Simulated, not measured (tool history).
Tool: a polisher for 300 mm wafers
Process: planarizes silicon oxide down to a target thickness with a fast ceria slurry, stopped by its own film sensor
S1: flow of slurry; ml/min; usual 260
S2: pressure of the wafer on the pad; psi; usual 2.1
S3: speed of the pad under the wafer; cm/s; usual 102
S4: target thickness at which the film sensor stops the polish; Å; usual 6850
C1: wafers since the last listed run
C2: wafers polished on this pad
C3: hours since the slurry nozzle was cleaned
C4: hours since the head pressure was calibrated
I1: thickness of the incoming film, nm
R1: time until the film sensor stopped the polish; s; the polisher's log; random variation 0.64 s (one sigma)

{"run": 1, "hour": 0.0, "S1": 260, "S2": 2.1, "S3": 102, "S4": 6850, "C1": 0, "C2": 438, "C3": 177.7, "C4": 99, "I1": 1180.3, "R1": 55.7}
{"run": 2, "hour": 37.2, "S1": 260, "S2": 2.1, "S3": 102, "S4": 6850, "C1": 580, "C2": 1018, "C3": 214.9, "C4": 136.2, "I1": 1175, "R1": 53.6}
{"run": 3, "hour": 98.2, "S1": 260, "S2": 2.1, "S3": 102, "S4": 6850, "C1": 951, "C2": 1969, "C3": 275.9, "C4": 197.2, "I1": 1178.3, "R1": 54.7}
{"run": 4, "hour": 127.3, "S1": 260, "S2": 2.1, "S3": 102, "S4": 6850, "C1": 453, "C2": 2423, "C3": 305, "C4": 226.3, "I1": 1181.8, "R1": 55.2}
{"hour": 153.0, "done": "slurry nozzle cleaned"}
{"hour": 155.1, "done": "worn pad replaced by a new one"}
{"run": 5, "hour": 170.3, "S1": 260, "S2": 1.7, "S3": 102, "S4": 6850, "C1": 621, "C2": 236, "C3": 17.3, "C4": 269.3, "I1": 1167.3, "R1": 64.4}
{"run": 6, "hour": 199.8, "S1": 260, "S2": 1.7, "S3": 102, "S4": 6850, "C1": 460, "C2": 696, "C3": 46.8, "C4": 298.8, "I1": 1185.5, "R1": 68}
{"run": 7, "hour": 258.2, "S1": 260, "S2": 1.7, "S3": 102, "S4": 6850, "C1": 910, "C2": 1607, "C3": 105.2, "C4": 357.2, "I1": 1176.9, "R1": 66.7}
{"run": 8, "hour": 289.9, "S1": 260, "S2": 2.1, "S3": 102, "S4": 5580, "C1": 494, "C2": 2102, "C3": 136.9, "C4": 388.9, "I1": 1193.7, "R1": 69.9}
{"hour": 298.3, "done": "worn pad replaced by a new one"}
{"run": 9, "hour": 361.4, "S1": 260, "S2": 2.1, "S3": 102, "S4": 5580, "C1": 1052, "C2": 984, "C3": 208.4, "C4": 460.4, "I1": 1165.2, "R1": 67.9}
{"run": 10, "hour": 396.0, "S1": 260, "S2": 2.1, "S3": 102, "S4": 7480, "C1": 539, "C2": 1524, "C3": 243, "C4": 495, "I1": 1162.5, "R1": 46.2}
{"run": 11, "hour": 466.8, "S1": 260, "S2": 2.1, "S3": 102, "S4": 6850, "C1": 1104, "C2": 2628, "C3": 313.8, "C4": 565.8, "I1": 1169.4, "R1": 52.3}
{"hour": 477.0, "done": "worn pad replaced by a new one"}
{"run": 12, "hour": 505.2, "S1": 215, "S2": 1.5, "S3": 88, "S4": 7890, "C1": 536, "C2": 439, "C3": 352.2, "C4": 604.2, "I1": 1184.6, "R1": 72.8}
{"run": 13, "hour": 536.8, "S1": 260, "S2": 2.1, "S3": 102, "S4": 6850, "C1": 492, "C2": 932, "C3": 383.8, "C4": 635.8, "I1": 1171.6, "R1": 54.1}
{"hour": 556.7, "done": "slurry nozzle cleaned"}
{"run": 14, "hour": 574.2, "S1": 260, "S2": 2.1, "S3": 102, "S4": 6850, "C1": 567, "C2": 1499, "C3": 17.5, "C4": 673.2, "I1": 1178, "R1": 54.4}
{"hour": 579.0, "done": "head pressure recalibrated"}
{"run": 15, "hour": 610.1, "S1": 200, "S2": 2.1, "S3": 72, "S4": 6850, "C1": 528, "C2": 2028, "C3": 53.4, "C4": 31.1, "I1": 1180.7, "R1": 81.1}
{"hour": 625.7, "done": "worn pad replaced by a new one"}
{"run": 16, "hour": 673.8, "S1": 200, "S2": 1.8, "S3": 86, "S4": 8190, "C1": 931, "C2": 750, "C3": 117.1, "C4": 94.8, "I1": 1183.1, "R1": 57.3}
{"run": 17, "hour": 739.5, "S1": 260, "S2": 2.1, "S3": 102, "S4": 5960, "C1": 1024, "C2": 1775, "C3": 182.8, "C4": 160.5, "I1": 1183.3, "R1": 64.5}
{"run": 18, "hour": 799.0, "S1": 260, "S2": 2.1, "S3": 118, "S4": 6850, "C1": 928, "C2": 2703, "C3": 242.3, "C4": 220, "I1": 1171.6, "R1": 46.7}
{"hour": 805.1, "done": "worn pad replaced by a new one"}
{"run": 19, "hour": 839.3, "S1": 185, "S2": 1.7, "S3": 66, "S4": 8030, "C1": 566, "C2": 533, "C3": 282.6, "C4": 260.3, "I1": 1181.7, "R1": 82.1}

3 ways to go on from here, each from the tool as it stands after run 19. What would each give?
{"run": "A", "hour": 839.7, "S1": 260, "S2": 2.1, "S3": 102, "S4": 6850, "C1": 6, "C2": 540, "C3": 283, "C4": 260.7, "I1": 1186.8, "R1": "?"}
{"run": "B", "hour": 839.7, "S1": 190, "S2": 1.7, "S3": 82, "S4": 5670, "C1": 6, "C2": 540, "C3": 283, "C4": 260.7, "I1": 1186.8, "R1": "?"}
{"run": "C", "hour": 839.7, "S1": 185, "S2": 2.1, "S3": 102, "S4": 5380, "C1": 6, "C2": 540, "C3": 283, "C4": 260.7, "I1": 1186.8, "R1": "?"}

run=A R1=55.6
run=B R1=109
run=C R1=75.4
Without the tool's hidden state the same runs would have given:
run=A R1=55.6
run=B R1=109
run=C R1=75.4
